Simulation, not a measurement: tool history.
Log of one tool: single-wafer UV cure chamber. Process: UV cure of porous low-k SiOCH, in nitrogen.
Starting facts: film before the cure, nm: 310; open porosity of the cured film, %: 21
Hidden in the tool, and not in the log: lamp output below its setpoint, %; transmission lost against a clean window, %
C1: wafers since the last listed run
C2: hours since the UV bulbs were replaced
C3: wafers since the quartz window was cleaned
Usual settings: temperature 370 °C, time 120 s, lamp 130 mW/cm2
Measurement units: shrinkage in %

run 1 hour=0.0 | temperature=370 time=120 lamp=150 | C1=0 C2=659.1 C3=1289 | shrinkage=9.495
run 2 hour=57.3 | temperature=370 time=120 lamp=150 | C1=424 C2=716.4 C3=1714 | shrinkage=9.574
run 3 hour=160.6 | temperature=370 time=120 lamp=150 | C1=765 C2=819.7 C3=2479 | shrinkage=9.476
-- hour=214.1 quartz window cleaned
run 4 hour=251.8 | temperature=370 time=120 lamp=130 | C1=616 C2=910.9 C3=279 | shrinkage=8.830
run 5 hour=329.4 | temperature=370 time=120 lamp=130 | C1=575 C2=988.5 C3=854 | shrinkage=8.733
run 6 hour=398.4 | temperature=370 time=120 lamp=130 | C1=511 C2=1057.5 C3=1365 | shrinkage=8.711
run 7 hour=438.7 | temperature=370 time=120 lamp=130 | C1=298 C2=1097.8 C3=1664 | shrinkage=8.741
run 8 hour=509.8 | temperature=370 time=120 lamp=130 | C1=526 C2=1168.9 C3=2191 | shrinkage=8.757
-- hour=553.2 quartz window cleaned
run 9 hour=571.3 | temperature=370 time=120 lamp=130 | C1=396 C2=1230.4 C3=134 | shrinkage=8.784
-- hour=596.1 UV bulbs replaced
run 10 hour=678.3 | temperature=370 time=120 lamp=130 | C1=733 C2=82.2 C3=867 | shrinkage=9.374
run 11 hour=725.2 | temperature=390 time=120 lamp=91 | C1=347 C2=129.1 C3=1215 | shrinkage=8.280
run 12 hour=812.8 | temperature=370 time=120 lamp=130 | C1=649 C2=216.7 C3=1864 | shrinkage=9.255
-- hour=865.5 quartz window cleaned
run 13 hour=884.3 | temperature=359 time=180 lamp=155 | C1=470 C2=288.2 C3=139 | shrinkage=11.601
run 14 hour=954.4 | temperature=378 time=175 lamp=118 | C1=519 C2=358.3 C3=658 | shrinkage=10.523
run 15 hour=1055.6 | temperature=370 time=140 lamp=130 | C1=749 C2=459.5 C3=1408 | shrinkage=9.741
run 16 hour=1118.9 | temperature=387 time=120 lamp=92 | C1=469 C2=522.8 C3=1877 | shrinkage=7.767
run 17 hour=1169.3 | temperature=353 time=70 lamp=151 | C1=373 C2=573.2 C3=2251 | shrinkage=7.078
-- hour=1222.3 quartz window cleaned
run 18 hour=1246.4 | temperature=370 time=120 lamp=130 | C1=512 C2=650.3 C3=178 | shrinkage=9.000
run 19 hour=1289.8 | temperature=384 time=85 lamp=130 | C1=321 C2=693.7 C3=500 | shrinkage=7.736
run 20 hour=1367.8 | temperature=377 time=185 lamp=130 | C1=578 C2=771.7 C3=1078 | shrinkage=10.889
run 21 hour=1441.5 | temperature=359 time=160 lamp=149 | C1=546 C2=845.4 C3=1624 | shrinkage=10.597

3 ways to go on from here, each from the tool as it stands after run 21. What would each give?
run A hour=1442.0 | temperature=370 time=120 lamp=130 | C1=3 C2=845.9 C3=1627 | shrinkage=?
run B hour=1442.0 | temperature=364 time=120 lamp=105 | C1=3 C2=845.9 C3=1627 | shrinkage=?
run C hour=1442.0 | temperature=370 time=70 lamp=112 | C1=3 C2=845.9 C3=1627 | shrinkage=?

run=A shrinkage=8.899
run=B shrinkage=7.894
run=C shrinkage=6.100
Without the tool's unlogged condition, the same runs would have read:
run=A shrinkage=9.678
run=B shrinkage=8.652
run=C shrinkage=6.806

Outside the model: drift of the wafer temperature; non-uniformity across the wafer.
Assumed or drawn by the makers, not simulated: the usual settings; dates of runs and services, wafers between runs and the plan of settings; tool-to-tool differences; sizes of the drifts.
